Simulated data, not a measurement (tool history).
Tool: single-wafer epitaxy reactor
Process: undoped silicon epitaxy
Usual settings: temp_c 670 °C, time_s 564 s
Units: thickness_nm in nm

run    hour  temp_c  time_s  wafers since the last listed run  hours since the last pyrometer calibration  hours since the gauge calibration  read-back reference wafer on the same gauge, thickness_nm  thickness_nm
  1       0     665     564                                 0                                       894.8                               78.9                                                    157.211       118.339
  2    52.5     665     564                               136                                       947.3                              131.4                                                     157.11       118.855
  3   156.3     660     564                               269                                      1051.1                              235.2                                                    157.126       107.318
  4   229.3     660     564                               189                                      1124.1                              308.2                                                    156.845       106.081
  5   323.8     660     564                               245                                      1218.6                              402.7                                                    157.078       105.901
  6   399.3     665     487                               195                                      1294.1                              478.2                                                    157.045       102.614
  7   464.1     665     487                               168                                      1358.9                                543                                                    157.048       102.595
  8     544     665     487                               207                                      1438.8                              622.9                                                    157.001       101.892
  9   641.4     659     482                               252                                      1536.2                              720.3                                                    156.882        89.194
 10   719.9     659     482                               203                                      1614.7                              798.8                                                    157.123         88.74
 11   806.1     670     564                               223                                      1700.9                                885                                                    156.982       132.263
 12   850.2     670     564                               114                                        1745                              929.1                                                    156.724       131.471
 13   908.2     670     564                               150                                        1803                              987.1                                                    156.893       132.095
 14   944.4     670     564                                93                                      1839.2                             1023.3                                                    156.737       132.332
 15   991.7     670     469                               122                                      1886.5                             1070.6                                                    157.043       109.987
 16  1046.2     670     564                               141                                        1941                             1125.1                                                    157.227       131.538
 17  1117.5     674     656                               185                                      2012.3                             1196.4                                                    157.119       167.517
     1165.2  -- pyrometer calibrated
 18  1165.7     659     602                               104                                         0.5                             1244.6                                                    157.145       111.116
 19  1207.6     676     465                               108                                        42.4                             1286.5                                                     157.12       123.826
     1268.6  -- gauge calibrated
 20  1301.8     684     535                               244                                       136.6                               33.2                                                    157.087       167.787
 21  1353.9     670     597                               135                                       188.7                               85.3                                                    156.984       139.149
 22  1394.1     670     564                               104                                       228.9                              125.5                                                    157.264       130.558
 23  1491.3     670     479                               252                                       326.1                              222.7                                                    157.008       111.787
 24  1572.2     670     564                               209                                         407                              303.6                                                    156.943       131.336
 25  1674.7     670     564                               266                                       509.5                              406.1                                                    156.907       131.109
 26  1760.9     670     564                               223                                       595.7                              492.3                                                    157.274       132.749
 27    1806     684     512                               117                                       640.8                              537.4                                                    156.799       160.981
 28  1845.2     675     659                               101                                         680                              576.6                                                    157.194       172.261
 29  1922.5     656     655                               200                                       757.3                              653.9                                                    157.448       112.946

4 ways to go on from here, each from the tool as it stands after run 29. What would each give?
  A  1923.1     670     525                                 1                                       757.9                              654.5                                                          ?             ?
  B  1923.1     657     481                                 1                                       757.9                              654.5                                                          ?             ?
  C  1923.1     677     564                                 1                                       757.9                              654.5                                                          ?             ?
  D  1923.1     670     535                                 1                                       757.9                              654.5                                                          ?             ?

run  read-back reference wafer on the same gauge, thickness_nm  thickness_nm
  A                                                    156.812       122.475
  B                                                    156.812        84.565
  C                                                    156.812       152.715
  D                                                    156.812       124.808
Without the tool's hidden state the same runs would have given:
run  thickness_nm
  A       122.475
  B        84.565
  C       152.715
  D       124.808
